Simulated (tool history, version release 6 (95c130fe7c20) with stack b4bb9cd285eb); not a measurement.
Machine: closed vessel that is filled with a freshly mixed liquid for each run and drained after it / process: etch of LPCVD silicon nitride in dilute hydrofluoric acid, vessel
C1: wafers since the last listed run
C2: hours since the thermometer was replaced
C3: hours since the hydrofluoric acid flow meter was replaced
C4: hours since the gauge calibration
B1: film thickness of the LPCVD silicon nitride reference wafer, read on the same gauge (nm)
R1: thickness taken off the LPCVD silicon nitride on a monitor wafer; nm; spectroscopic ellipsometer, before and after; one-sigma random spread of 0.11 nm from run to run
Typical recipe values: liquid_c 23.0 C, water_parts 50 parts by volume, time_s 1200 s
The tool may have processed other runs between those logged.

{"run": 1, "hour": 0.0, "liquid_c": 23.0, "water_parts": 50, "time_s": 1200, "C1": 0, "C2": 1341.7, "C3": 346.6, "C4": 50.3, "B1": 79.99, "R1": 13.73}
{"run": 2, "hour": 35.8, "liquid_c": 23.0, "water_parts": 50, "time_s": 1200, "C1": 1167, "C2": 1377.5, "C3": 382.4, "C4": 86.1, "B1": 79.99, "R1": 13.34}
{"run": 3, "hour": 61.5, "liquid_c": 23.0, "water_parts": 50, "time_s": 1200, "C1": 837, "C2": 1403.2, "C3": 408.1, "C4": 111.8, "B1": 79.97, "R1": 13.69}
{"run": 4, "hour": 78.3, "liquid_c": 23.0, "water_parts": 50, "time_s": 1200, "C1": 547, "C2": 1420.0, "C3": 424.9, "C4": 128.6, "B1": 79.99, "R1": 13.58}
{"run": 5, "hour": 108.4, "liquid_c": 23.0, "water_parts": 50, "time_s": 875, "C1": 981, "C2": 1450.1, "C3": 455.0, "C4": 158.7, "B1": 80.0, "R1": 10.05}
{"run": 6, "hour": 125.4, "liquid_c": 23.0, "water_parts": 50, "time_s": 875, "C1": 554, "C2": 1467.1, "C3": 472.0, "C4": 175.7, "B1": 79.99, "R1": 10.04}
{"run": 7, "hour": 143.8, "liquid_c": 23.0, "water_parts": 50, "time_s": 1200, "C1": 599, "C2": 1485.5, "C3": 490.4, "C4": 194.1, "B1": 80.04, "R1": 13.84}
{"run": 8, "hour": 157.9, "liquid_c": 23.0, "water_parts": 50, "time_s": 1200, "C1": 459, "C2": 1499.6, "C3": 504.5, "C4": 208.2, "B1": 79.97, "R1": 13.73}
{"hour": 165.3, "done": "thermometer replaced"}
{"run": 9, "hour": 182.9, "liquid_c": 23.0, "water_parts": 70, "time_s": 1200, "C1": 782, "C2": 17.6, "C3": 529.5, "C4": 233.2, "B1": 80.01, "R1": 10.03}
{"hour": 183.5, "done": "gauge calibrated"}
{"run": 10, "hour": 210.0, "liquid_c": 20.5, "water_parts": 65, "time_s": 1860, "C1": 883, "C2": 44.7, "C3": 556.6, "C4": 26.5, "B1": 79.99, "R1": 13.96}

Estimate the outcome of run 11 from the log above:
{"run": 11, "hour": 226.0, "liquid_c": 25.0, "water_parts": 25, "time_s": 1745, "C1": 521, "C2": 60.7, "C3": 572.6, "C4": 42.5, "B1": "?", "R1": "?"}

Logged for run 11: B1 80.02, R1 45.56 nm.
On a tool with no hidden condition, and with the same random variation, this run would have come out at R1 41.18 nm.
